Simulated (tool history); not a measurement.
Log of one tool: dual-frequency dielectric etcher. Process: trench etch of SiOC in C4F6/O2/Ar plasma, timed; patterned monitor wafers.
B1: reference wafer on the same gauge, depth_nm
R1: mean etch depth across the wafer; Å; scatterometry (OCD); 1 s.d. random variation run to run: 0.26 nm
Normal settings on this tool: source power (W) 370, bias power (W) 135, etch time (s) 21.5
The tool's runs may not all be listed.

Run 1, hour 0.0: usual settings; B1 34.22. Result: R1 403.5 Å.
Run 2, hour 49.7: usual settings; B1 34.09. Result: R1 402.2 Å.
Run 3, hour 90.0: usual settings; B1 34.14. Result: R1 403.9 Å.
Run 4, hour 153.6: usual settings but source power (W) 440, bias power (W) 110; B1 34.06. Result: R1 396.8 Å.
Run 5, hour 191.3: usual settings but source power (W) 440, bias power (W) 110; B1 33.96. Result: R1 397.4 Å.
Run 6, hour 260.0: usual settings but source power (W) 440, bias power (W) 110; B1 34.04. Result: R1 393.0 Å.
At hour 297.9: wet clean of the chamber.
Run 7, hour 298.4: usual settings but bias power (W) 145; B1 34.15. Result: R1 399.4 Å.
Run 8, hour 352.8: usual settings but bias power (W) 145; B1 34.16. Result: R1 396.6 Å.
Run 9, hour 410.8: usual settings but bias power (W) 145; B1 34.10. Result: R1 397.3 Å.
Run 10, hour 450.4: usual settings; B1 33.97. Result: R1 379.0 Å.
At hour 464.7: bias power generator calibrated.
Run 11, hour 482.5: usual settings but bias power (W) 122, etch time (s) 18.5; B1 34.10. Result: R1 320.1 Å.
At hour 522.7: upper electrode replaced.
Run 12, hour 528.9: usual settings; B1 34.11. Result: R1 386.2 Å.
Run 13, hour 566.6: usual settings; B1 34.11. Result: R1 379.3 Å.
Run 14, hour 601.2: usual settings; B1 34.13. Result: R1 380.6 Å.
At hour 638.5: wet clean of the chamber, repeated, since the last time left the tool worse.
Run 15, hour 663.6: usual settings but source power (W) 290; B1 34.25. Result: R1 387.3 Å.
Run 16, hour 718.6: usual settings but source power (W) 320; B1 34.14. Result: R1 396.2 Å.
Run 17, hour 766.5: usual settings but source power (W) 440, bias power (W) 121, etch time (s) 16.5; B1 34.21. Result: R1 313.7 Å.
Run 18, hour 819.3: usual settings but source power (W) 400, bias power (W) 125, etch time (s) 25.5; B1 34.09. Result: R1 478.8 Å.

Run 19 has not been measured yet. What should we expect?
At hour 869.0: source power generator calibrated.
Run 19, hour 870.0: usual settings but source power (W) 400, bias power (W) 123, etch time (s) 19.0; B1 ?. Result: R1 ?.

B1: 34.11
R1: 357.1 Å
Were there no unlogged condition in the tool, this run, its random variation unchanged, would have produced R1 362.5 Å.
